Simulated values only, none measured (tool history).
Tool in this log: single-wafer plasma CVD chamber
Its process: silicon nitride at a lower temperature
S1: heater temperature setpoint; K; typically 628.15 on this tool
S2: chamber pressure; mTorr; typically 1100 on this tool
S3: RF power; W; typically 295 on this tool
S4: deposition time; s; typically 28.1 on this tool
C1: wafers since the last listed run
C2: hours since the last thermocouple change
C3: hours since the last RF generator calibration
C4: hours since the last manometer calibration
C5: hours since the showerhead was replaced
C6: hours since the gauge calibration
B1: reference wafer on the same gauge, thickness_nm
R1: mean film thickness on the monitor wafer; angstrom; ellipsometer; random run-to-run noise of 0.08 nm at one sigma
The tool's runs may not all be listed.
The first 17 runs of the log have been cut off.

run,hour,S1,S2,S3,S4,C1,C2,C3,C4,C5,C6,B1,R1
18,243.8,628.15,890,295,28.1,275,245.5,2545.1,165.4,162.8,232.1,29.187,252.69
# hour 252.2: RF generator calibrated
19,258.4,628.15,1100,295,28.1,150,260.1,6.2,180,177.4,246.7,29.179,287.72
20,269.2,628.15,1100,295,28.1,245,270.9,17,190.8,188.2,257.5,29.205,286.89
21,281.8,628.15,1100,295,28.1,286,283.5,29.6,203.4,200.8,270.1,29.225,287.1
22,298.6,628.15,890,295,28.1,382,300.3,46.4,220.2,217.6,286.9,29.212,252.49
23,345.6,643.15,1100,335,28.1,1070,347.3,93.4,267.2,264.6,333.9,29.209,320.9
24,357.1,628.15,1100,260,28.1,261,358.8,104.9,278.7,276.1,345.4,29.161,253.52
25,373.7,616.15,1220,265,25.9,378,375.4,121.5,295.3,292.7,362,29.193,252.77
26,421.5,637.15,1100,295,28.1,1088,423.2,169.3,343.1,340.5,409.8,29.188,287.85
27,432.7,628.15,850,255,23.2,255,434.4,180.5,354.3,351.7,421,29.202,173.47
28,444.9,628.15,1270,295,28.1,277,446.6,192.7,366.5,363.9,433.2,29.244,308.38
29,450.9,633.15,1260,270,31.6,136,452.6,198.7,372.5,369.9,439.2,29.151,316.47

Run 30, settings as shown, results not yet in. Your forecast:
30,459.3,613.15,1100,295,26.5,191,461,207.1,380.9,378.3,447.6,?,?

B1: 29.211
R1: 272.97 angstrom
On a tool with no hidden condition, and with the same random variation, this run would have come out at R1 272.97 angstrom.
